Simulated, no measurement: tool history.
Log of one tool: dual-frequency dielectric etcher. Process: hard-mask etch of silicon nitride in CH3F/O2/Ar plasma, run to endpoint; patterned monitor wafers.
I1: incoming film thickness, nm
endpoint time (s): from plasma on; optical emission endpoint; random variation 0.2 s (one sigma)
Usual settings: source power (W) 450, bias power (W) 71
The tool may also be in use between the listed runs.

{"run": 1, "hour": 0.0, "source power (W)": 450, "bias power (W)": 71, "I1": 32.19, "endpoint time (s)": 45.8}
{"run": 2, "hour": 16.0, "source power (W)": 480, "bias power (W)": 71, "I1": 32.39, "endpoint time (s)": 44.6}
{"run": 3, "hour": 46.3, "source power (W)": 480, "bias power (W)": 71, "I1": 32.45, "endpoint time (s)": 44.5}
{"run": 4, "hour": 78.8, "source power (W)": 480, "bias power (W)": 71, "I1": 32.3, "endpoint time (s)": 44.6}
{"run": 5, "hour": 103.4, "source power (W)": 450, "bias power (W)": 71, "I1": 32.31, "endpoint time (s)": 46.3}
{"run": 6, "hour": 136.5, "source power (W)": 450, "bias power (W)": 71, "I1": 32.4, "endpoint time (s)": 46.5}
{"hour": 154.4, "done": "bias power generator calibrated"}
{"run": 7, "hour": 154.9, "source power (W)": 450, "bias power (W)": 71, "I1": 32.53, "endpoint time (s)": 46.7}
{"run": 8, "hour": 176.9, "source power (W)": 450, "bias power (W)": 71, "I1": 32.59, "endpoint time (s)": 46.7}
{"hour": 205.2, "done": "source power generator calibrated"}
{"hour": 206.3, "done": "wet clean of the chamber"}
{"run": 9, "hour": 206.8, "source power (W)": 450, "bias power (W)": 71, "I1": 32.07, "endpoint time (s)": 45.6}
{"run": 10, "hour": 250.9, "source power (W)": 450, "bias power (W)": 71, "I1": 32.34, "endpoint time (s)": 46.0}
{"run": 11, "hour": 269.1, "source power (W)": 380, "bias power (W)": 76, "I1": 32.09, "endpoint time (s)": 48.7}
{"hour": 316.8, "done": "upper electrode replaced"}
{"run": 12, "hour": 317.3, "source power (W)": 350, "bias power (W)": 64, "I1": 32.26, "endpoint time (s)": 55.3}
{"run": 13, "hour": 317.6, "source power (W)": 540, "bias power (W)": 79, "I1": 32.37, "endpoint time (s)": 40.2}
{"run": 14, "hour": 335.3, "source power (W)": 360, "bias power (W)": 65, "I1": 32.18, "endpoint time (s)": 53.8}
{"run": 15, "hour": 357.6, "source power (W)": 360, "bias power (W)": 65, "I1": 32.47, "endpoint time (s)": 54.5}
{"run": 16, "hour": 376.2, "source power (W)": 540, "bias power (W)": 78, "I1": 32.3, "endpoint time (s)": 40.4}
{"run": 17, "hour": 409.6, "source power (W)": 450, "bias power (W)": 60, "I1": 32.31, "endpoint time (s)": 49.3}
{"run": 18, "hour": 432.0, "source power (W)": 450, "bias power (W)": 71, "I1": 32.27, "endpoint time (s)": 46.5}
{"run": 19, "hour": 445.9, "source power (W)": 420, "bias power (W)": 62, "I1": 32.35, "endpoint time (s)": 51.0}

Forecast each of these 3 alternatives for the next run:
{"run": "A", "hour": 446.3, "source power (W)": 380, "bias power (W)": 71, "I1": 32.53, "endpoint time (s)": "?"}
{"run": "B", "hour": 446.3, "source power (W)": 520, "bias power (W)": 60, "I1": 32.53, "endpoint time (s)": "?"}
{"run": "C", "hour": 446.3, "source power (W)": 410, "bias power (W)": 71, "I1": 32.53, "endpoint time (s)": "?"}

run=A endpoint_time_(s)=51.8
run=B endpoint_time_(s)=46.5
run=C endpoint_time_(s)=49.6
Without the tool's hidden state the same runs would have given:
run=A endpoint_time_(s)=51.0
run=B endpoint_time_(s)=45.8
run=C endpoint_time_(s)=48.9
